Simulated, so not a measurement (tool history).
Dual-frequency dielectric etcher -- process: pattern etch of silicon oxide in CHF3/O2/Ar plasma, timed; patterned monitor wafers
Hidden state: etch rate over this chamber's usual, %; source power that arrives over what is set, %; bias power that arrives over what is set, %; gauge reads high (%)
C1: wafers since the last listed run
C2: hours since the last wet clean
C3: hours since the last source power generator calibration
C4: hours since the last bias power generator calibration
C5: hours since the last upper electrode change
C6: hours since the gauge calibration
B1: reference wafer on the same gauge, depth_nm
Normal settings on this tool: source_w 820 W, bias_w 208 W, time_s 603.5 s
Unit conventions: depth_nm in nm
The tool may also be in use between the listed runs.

Run 1, hour 0.0: usual settings; C1 0; C2 406.8; C3 2341.3; C4 3808.2; C5 2512.6; C6 44.4; B1 1491.9. Result: depth_nm 1279.8 nm.
Run 2, hour 16.9: usual settings; C1 50; C2 423.7; C3 2358.2; C4 3825.1; C5 2529.5; C6 61.3; B1 1490.3. Result: depth_nm 1267.4 nm.
Run 3, hour 28.8: usual settings; C1 35; C2 435.6; C3 2370.1; C4 3837.0; C5 2541.4; C6 73.2; B1 1489.8. Result: depth_nm 1278.5 nm.
Run 4, hour 46.4: usual settings; C1 52; C2 453.2; C3 2387.7; C4 3854.6; C5 2559.0; C6 90.8; B1 1489.7. Result: depth_nm 1279.3 nm.
Run 5, hour 59.0: usual settings; C1 37; C2 465.8; C3 2400.3; C4 3867.2; C5 2571.6; C6 103.4; B1 1486.8. Result: depth_nm 1263.0 nm.
Run 6, hour 69.4: usual settings; C1 31; C2 476.2; C3 2410.7; C4 3877.6; C5 2582.0; C6 113.8; B1 1488.4. Result: depth_nm 1261.3 nm.
Run 7, hour 82.6: usual settings but bias_w 169 W, time_s 481.5 s; C1 39; C2 489.4; C3 2423.9; C4 3890.8; C5 2595.2; C6 127.0; B1 1491.2. Result: depth_nm 966.0 nm.
Run 8, hour 92.0: usual settings but bias_w 169 W, time_s 481.5 s; C1 28; C2 498.8; C3 2433.3; C4 3900.2; C5 2604.6; C6 136.4; B1 1490.1. Result: depth_nm 973.5 nm.
Run 9, hour 107.3: usual settings but bias_w 169 W, time_s 481.5 s; C1 45; C2 514.1; C3 2448.6; C4 3915.5; C5 2619.9; C6 151.7; B1 1487.5. Result: depth_nm 966.0 nm.
Run 10, hour 116.5: usual settings; C1 27; C2 523.3; C3 2457.8; C4 3924.7; C5 2629.1; C6 160.9; B1 1490.5. Result: depth_nm 1260.2 nm.
At hour 138.0: gauge calibrated.
At hour 141.8: upper electrode replaced.
Run 11, hour 142.3: usual settings but source_w 890 W; C1 5; C2 549.1; C3 2483.6; C4 3950.5; C5 0.5; C6 4.3; B1 1489.4. Result: depth_nm 1289.7 nm.
Run 12, hour 150.9: usual settings but source_w 940 W, bias_w 259 W, time_s 665.5 s; C1 25; C2 557.7; C3 2492.2; C4 3959.1; C5 9.1; C6 12.9; B1 1487.5. Result: depth_nm 1532.5 nm.
Run 13, hour 161.8: usual settings; C1 32; C2 568.6; C3 2503.1; C4 3970.0; C5 20.0; C6 23.8; B1 1489.8. Result: depth_nm 1258.5 nm.
At hour 199.8: wet clean of the chamber.
Run 14, hour 200.3: usual settings but source_w 700 W, bias_w 240 W, time_s 672.5 s; C1 43; C2 0.5; C3 2541.6; C4 4008.5; C5 58.5; C6 62.3; B1 1489.1. Result: depth_nm 1516.9 nm.
Run 15, hour 200.8: usual settings but bias_w 249 W, time_s 746.0 s; C1 1; C2 1.0; C3 2542.1; C4 4009.0; C5 59.0; C6 62.8; B1 1490.3. Result: depth_nm 1774.6 nm.
Run 16, hour 202.9: usual settings but source_w 970 W, bias_w 231 W, time_s 776.0 s; C1 6; C2 3.1; C3 2544.2; C4 4011.1; C5 61.1; C6 64.9; B1 1490.0. Result: depth_nm 1930.6 nm.
At hour 219.1: source power generator calibrated.
Run 17, hour 219.6: usual settings but bias_w 169 W, time_s 481.5 s; C1 38; C2 19.8; C3 0.5; C4 4027.8; C5 77.8; C6 81.6; B1 1492.7. Result: depth_nm 1064.4 nm.
At hour 228.5: bias power generator calibrated.
At hour 248.1: wet clean of the chamber, repeated, since the last time left the tool worse.
Run 18, hour 248.6: usual settings but time_s 685.0 s; C1 16; C2 0.5; C3 29.5; C4 20.1; C5 106.8; C6 110.6; B1 1491.9. Result: depth_nm 1487.9 nm.
Run 19, hour 274.0: usual settings but source_w 1000 W, time_s 767.5 s; C1 76; C2 25.9; C3 54.9; C4 45.5; C5 132.2; C6 136.0; B1 1489.8. Result: depth_nm 1767.8 nm.
Run 20, hour 288.5: usual settings but time_s 491.5 s; C1 43; C2 40.4; C3 69.4; C4 60.0; C5 146.7; C6 150.5; B1 1489.1. Result: depth_nm 1069.1 nm.
Run 21, hour 297.1: usual settings but source_w 900 W, bias_w 243 W, time_s 707.0 s; C1 25; C2 49.0; C3 78.0; C4 68.6; C5 155.3; C6 159.1; B1 1490.1. Result: depth_nm 1637.7 nm.

Alternative continuations, all from the tool just after run 21; predict every row:
Run A, hour 297.7: usual settings but source_w 750 W; C1 1; C2 49.6; C3 78.6; C4 69.2; C5 155.9; C6 159.7; B1 ?. Result: depth_nm ?.
Run B, hour 297.7: usual settings but source_w 670 W, bias_w 167 W, time_s 523.5 s; C1 1; C2 49.6; C3 78.6; C4 69.2; C5 155.9; C6 159.7; B1 ?. Result: depth_nm ?.
Run C, hour 297.7: usual settings but source_w 900 W, time_s 761.0 s; C1 1; C2 49.6; C3 78.6; C4 69.2; C5 155.9; C6 159.7; B1 ?. Result: depth_nm ?.

run      B1  depth_nm
  A  1490.2    1258.2
  B  1490.2    1004.3
  C  1490.2    1696.0
Without the tool's hidden state the same runs would have given:
run  depth_nm
  A    1257.7
  B    1004.0
  C    1695.4

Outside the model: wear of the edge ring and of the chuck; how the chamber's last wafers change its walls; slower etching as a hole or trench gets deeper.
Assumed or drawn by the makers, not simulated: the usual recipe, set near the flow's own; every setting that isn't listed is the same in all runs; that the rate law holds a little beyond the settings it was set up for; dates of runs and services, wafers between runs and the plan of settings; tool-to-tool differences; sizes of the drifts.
